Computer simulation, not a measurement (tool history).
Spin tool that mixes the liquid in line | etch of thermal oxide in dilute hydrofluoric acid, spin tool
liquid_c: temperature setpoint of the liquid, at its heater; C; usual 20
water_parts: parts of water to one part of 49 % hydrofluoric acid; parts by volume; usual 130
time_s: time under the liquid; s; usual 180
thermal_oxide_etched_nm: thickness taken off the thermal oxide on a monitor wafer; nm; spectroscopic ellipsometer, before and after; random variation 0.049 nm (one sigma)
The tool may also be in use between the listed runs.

run	hour	liquid_c	water_parts	time_s	wafers since the last listed run	hours since the thermometer was replaced	hours since the hydrofluoric acid flow meter was replaced	hours since the gauge calibration	read-back film thickness of the thermal oxide reference wafer, read on the same gauge (nm)	thermal_oxide_etched_nm
1	0	21	95	180	0	545.7	1104.3	318.1	140	7.46
2	54.2	18	105	180	501	599.9	1158.5	372.3	140	5.85
3	90	18	105	180	331	635.7	1194.3	408.1	139.99	5.78
4	121.8	18	105	180	294	667.5	1226.1	439.9	140	5.76
5	176.3	20	130	130	504	722	1280.6	494.4	139.99	3.57
6	204.1	17	180	180	257	749.8	1308.4	522.2	140	3.02
7	254.4	17	180	180	465	800.1	1358.7	572.5	140	2.97
8	305.8	17	180	180	475	851.5	1410.1	623.9	140.01	2.97
9	360.2	20	130	180	503	905.9	1464.5	678.3	140	4.88
10	393.3	20	130	180	306	939	1497.6	711.4	140	4.82
# hour 421: hydrofluoric acid flow meter replaced
11	445.2	20	130	180	470	990.9	24.2	763.3	139.99	4.57
12	482.6	21	130	180	345	1028.3	61.6	800.7	139.99	4.72
# hour 527: gauge calibrated
13	540.9	18	105	180	539	1086.6	119.9	13.9	140.02	5.36
# hour 598.8: thermometer replaced
14	609.5	22.5	185	130	625	10.7	188.5	82.5	140	2.35
15	643.1	17	155	180	310	44.3	222.1	116.1	140.01	3.2
# hour 656.3: hydrofluoric acid flow meter replaced, repeated, since the last time left the tool worse
16	683.7	20	130	180	366	84.9	27.4	156.7	140	5.15
17	707.8	25	130	255	222	109	51.5	180.8	139.99	8.8
18	841.6	20	130	180	1237	242.8	185.3	314.6	140.01	5.12
19	867.9	17	130	145	243	269.1	211.6	340.9	140.02	3.71
20	898	17	160	180	278	299.2	241.7	371	140	3.59
21	940.8	20	75	225	395	342	284.5	413.8	140	11.58
22	994.1	24	195	75	492	395.3	337.8	467.1	140	1.53
23	1030.5	20	170	180	336	431.7	374.2	503.5	140.01	3.73
24	1061.6	20	130	180	287	462.8	405.3	534.6	139.99	5.06

5 ways to go on from here, each from the tool as it stands after run 24. What would each give?
A	1062.1	20	130	250	4	463.3	405.8	535.1	?	?
B	1062.1	20	190	290	4	463.3	405.8	535.1	?	?
C	1062.1	17	130	260	4	463.3	405.8	535.1	?	?
D	1062.1	24.5	90	235	4	463.3	405.8	535.1	?	?
E	1062.1	20	175	180	4	463.3	405.8	535.1	?	?

run	read-back film thickness of the thermal oxide reference wafer, read on the same gauge (nm)	thermal_oxide_etched_nm
A	140.01	7.15
B	140.01	5.33
C	140.01	6.58
D	140.01	12.18
E	140.01	3.65
Without the tool's hidden state the same runs would have given:
run	thermal_oxide_etched_nm
A	7.34
B	5.47
C	6.75
D	12.49
E	3.74
